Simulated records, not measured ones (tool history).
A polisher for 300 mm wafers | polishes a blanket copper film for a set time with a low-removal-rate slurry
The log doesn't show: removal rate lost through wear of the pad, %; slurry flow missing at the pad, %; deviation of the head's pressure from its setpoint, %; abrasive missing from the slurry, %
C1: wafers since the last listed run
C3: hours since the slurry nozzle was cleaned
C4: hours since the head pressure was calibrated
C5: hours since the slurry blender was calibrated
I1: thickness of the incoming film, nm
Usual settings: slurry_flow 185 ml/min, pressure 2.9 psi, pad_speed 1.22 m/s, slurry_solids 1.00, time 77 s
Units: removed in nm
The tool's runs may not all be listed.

Run 1, hour 0.0: usual settings; C1 0; wafers polished on this pad 801; C3 303.3; C4 821.0; C5 98.7; I1 1505.3. Result: removed 284.4 nm.
Run 2, hour 12.7: usual settings; C1 172; wafers polished on this pad 974; C3 316.0; C4 833.7; C5 111.4; I1 1506.8. Result: removed 283.9 nm.
Run 3, hour 46.5: usual settings but slurry_flow 145 ml/min; C1 459; wafers polished on this pad 1433; C3 349.8; C4 867.5; C5 145.2; I1 1526.2. Result: removed 258.7 nm.
Run 4, hour 65.3: usual settings; C1 255; wafers polished on this pad 1689; C3 368.6; C4 886.3; C5 164.0; I1 1489.6. Result: removed 275.3 nm.
At hour 90.4: slurry nozzle cleaned.
Run 5, hour 101.1: usual settings but slurry_solids 0.90; C1 472; wafers polished on this pad 2162; C3 10.7; C4 922.1; C5 199.8; I1 1512.3. Result: removed 273.3 nm.
Run 6, hour 115.5: usual settings but slurry_solids 0.90; C1 195; wafers polished on this pad 2357; C3 25.1; C4 936.5; C5 214.2; I1 1506.6. Result: removed 271.0 nm.
Run 7, hour 131.4: usual settings but pressure 3.9 psi, slurry_solids 1.25; C1 216; wafers polished on this pad 2574; C3 41.0; C4 952.4; C5 230.1; I1 1509.9. Result: removed 396.4 nm.
Run 8, hour 153.2: usual settings but slurry_flow 145 ml/min, pad_speed 1.10 m/s, slurry_solids 0.75; C1 296; wafers polished on this pad 2870; C3 62.8; C4 974.2; C5 251.9; I1 1542.1. Result: removed 227.9 nm.
Run 9, hour 182.3: usual settings but pressure 3.6 psi, pad_speed 1.46 m/s, time 96 s; C1 395; wafers polished on this pad 3265; C3 91.9; C4 1003.3; C5 281.0; I1 1502.7. Result: removed 491.6 nm.
At hour 214.2: worn pad replaced by a new one.
At hour 248.9: head pressure recalibrated.
Run 10, hour 271.5: usual settings; C1 1130; wafers polished on this pad 751; C3 181.1; C4 22.6; C5 370.2; I1 1479.4. Result: removed 287.3 nm.
Run 11, hour 301.2: usual settings; C1 403; wafers polished on this pad 1154; C3 210.8; C4 52.3; C5 399.9; I1 1516.0. Result: removed 280.0 nm.
Run 12, hour 328.5: usual settings but slurry_flow 165 ml/min, pressure 2.2 psi; C1 371; wafers polished on this pad 1525; C3 238.1; C4 79.6; C5 427.2; I1 1505.7. Result: removed 207.8 nm.
Run 13, hour 359.9: usual settings but slurry_flow 125 ml/min, pressure 1.9 psi, slurry_solids 0.75, time 99 s; C1 426; wafers polished on this pad 1952; C3 269.5; C4 111.0; C5 458.6; I1 1516.3. Result: removed 195.9 nm.
Run 14, hour 382.8: usual settings but slurry_flow 165 ml/min, pressure 2.6 psi, pad_speed 0.90 m/s; C1 311; wafers polished on this pad 2263; C3 292.4; C4 133.9; C5 481.5; I1 1518.8. Result: removed 189.1 nm.
At hour 391.4: slurry blender recalibrated.
Run 15, hour 411.5: usual settings but slurry_flow 165 ml/min, pressure 2.3 psi, slurry_solids 1.10, time 54 s; C1 362; wafers polished on this pad 2626; C3 321.1; C4 162.6; C5 20.1; I1 1500.1. Result: removed 149.6 nm.
Run 16, hour 425.7: usual settings but pressure 3.9 psi, slurry_solids 1.25; C1 192; wafers polished on this pad 2819; C3 335.3; C4 176.8; C5 34.3; I1 1520.7. Result: removed 369.8 nm.
Run 17, hour 443.6: usual settings but slurry_flow 130 ml/min, pad_speed 0.98 m/s, slurry_solids 1.15, time 102 s; C1 243; wafers polished on this pad 3063; C3 353.2; C4 194.7; C5 52.2; I1 1506.4. Result: removed 277.2 nm.
At hour 470.3: worn pad replaced by a new one.
Run 18, hour 471.4: usual settings; C1 323; wafers polished on this pad 14; C3 381.0; C4 222.5; C5 80.0; I1 1533.6. Result: removed 283.2 nm.
Run 19, hour 498.1: usual settings but slurry_flow 145 ml/min, time 51 s; C1 362; wafers polished on this pad 377; C3 407.7; C4 249.2; C5 106.7; I1 1517.3. Result: removed 175.0 nm.
At hour 514.8: slurry nozzle cleaned.
Run 20, hour 518.4: usual settings but pressure 3.7 psi, slurry_solids 1.20; C1 262; wafers polished on this pad 639; C3 3.6; C4 269.5; C5 127.0; I1 1511.4. Result: removed 387.8 nm.
Run 21, hour 532.1: usual settings but slurry_flow 210 ml/min; C1 186; wafers polished on this pad 825; C3 17.3; C4 283.2; C5 140.7; I1 1485.1. Result: removed 299.7 nm.
Run 22, hour 563.6: usual settings but slurry_flow 145 ml/min, time 70 s; C1 428; wafers polished on this pad 1253; C3 48.8; C4 314.7; C5 172.2; I1 1537.7. Result: removed 248.6 nm.
Run 23, hour 585.6: usual settings but pressure 2.0 psi, pad_speed 1.48 m/s; C1 298; wafers polished on this pad 1552; C3 70.8; C4 336.7; C5 194.2; I1 1515.9. Result: removed 230.0 nm.
Run 24, hour 601.9: usual settings but slurry_flow 120 ml/min; C1 221; wafers polished on this pad 1774; C3 87.1; C4 353.0; C5 210.5; I1 1477.3. Result: removed 256.9 nm.
Run 25, hour 632.4: usual settings but slurry_solids 0.75; C1 414; wafers polished on this pad 2188; C3 117.6; C4 383.5; C5 241.0; I1 1540.8. Result: removed 264.9 nm.
Run 26, hour 648.8: usual settings; C1 222; wafers polished on this pad 2411; C3 134.0; C4 399.9; C5 257.4; I1 1494.8. Result: removed 273.0 nm.
Run 27, hour 677.6: usual settings but pressure 2.6 psi; C1 391; wafers polished on this pad 2803; C3 162.8; C4 428.7; C5 286.2; I1 1516.4. Result: removed 247.9 nm.
Run 28, hour 700.4: usual settings but pad_speed 1.08 m/s, time 66 s; C1 309; wafers polished on this pad 3112; C3 185.6; C4 451.5; C5 309.0; I1 1501.7. Result: removed 207.7 nm.
Run 29, hour 725.7: usual settings but pressure 3.7 psi, pad_speed 0.88 m/s, slurry_solids 1.25, time 61 s; C1 343; wafers polished on this pad 3456; C3 210.9; C4 476.8; C5 334.3; I1 1503.3. Result: removed 213.3 nm.
At hour 759.9: worn pad replaced by a new one.
Run 30, hour 760.4: usual settings but slurry_flow 170 ml/min, pressure 3.6 psi; C1 417; wafers polished on this pad 6; C3 245.6; C4 511.5; C5 369.0; I1 1527.7. Result: removed 357.7 nm.

Hidden state at the last listed run before each entry between runs and at the first one after, where it differs:
Between runs 4 and 5: slurry nozzle cleaned (hour 90.4)
  removal rate lost through wear of the pad, %: 4.58 -> 5.84; slurry flow missing at the pad, %: 21.4 -> 2.26
  measured less the result without the state, removed: -26.1 -> -18.0 nm
Between runs 9 and 10: worn pad replaced by a new one (hour 214.2); head pressure recalibrated (hour 248.9)
  removal rate lost through wear of the pad, %: 8.7 -> 2.92; slurry flow missing at the pad, %: 6.79 -> 11.8
  measured less the result without the state, removed: -53.1 -> -15.0 nm
Between runs 14 and 15: slurry blender recalibrated (hour 391.4)
  removal rate lost through wear of the pad, %: 6.84 -> 7.85; slurry flow missing at the pad, %: 18 -> 19.6
  measured less the result without the state, removed: -22.1 -> -20.0 nm
Between runs 17 and 18: worn pad replaced by a new one (hour 470.3)
  removal rate lost through wear of the pad, %: 8.98 -> 0.941; slurry flow missing at the pad, %: 21.4 -> 22.9
  measured less the result without the state, removed: -47.0 -> -16.6 nm
Between runs 19 and 20: slurry nozzle cleaned (hour 514.8)
  removal rate lost through wear of the pad, %: 1.88 -> 2.6; slurry flow missing at the pad, %: 24.4 -> 0.743
  measured less the result without the state, removed: -15.7 -> -10.8 nm
Between runs 29 and 30: worn pad replaced by a new one (hour 759.9)
  removal rate lost through wear of the pad, %: 9.9 -> 0.167; slurry flow missing at the pad, %: 12.3 -> 14.2
  measured less the result without the state, removed: -28.8 -> -11.1 nm
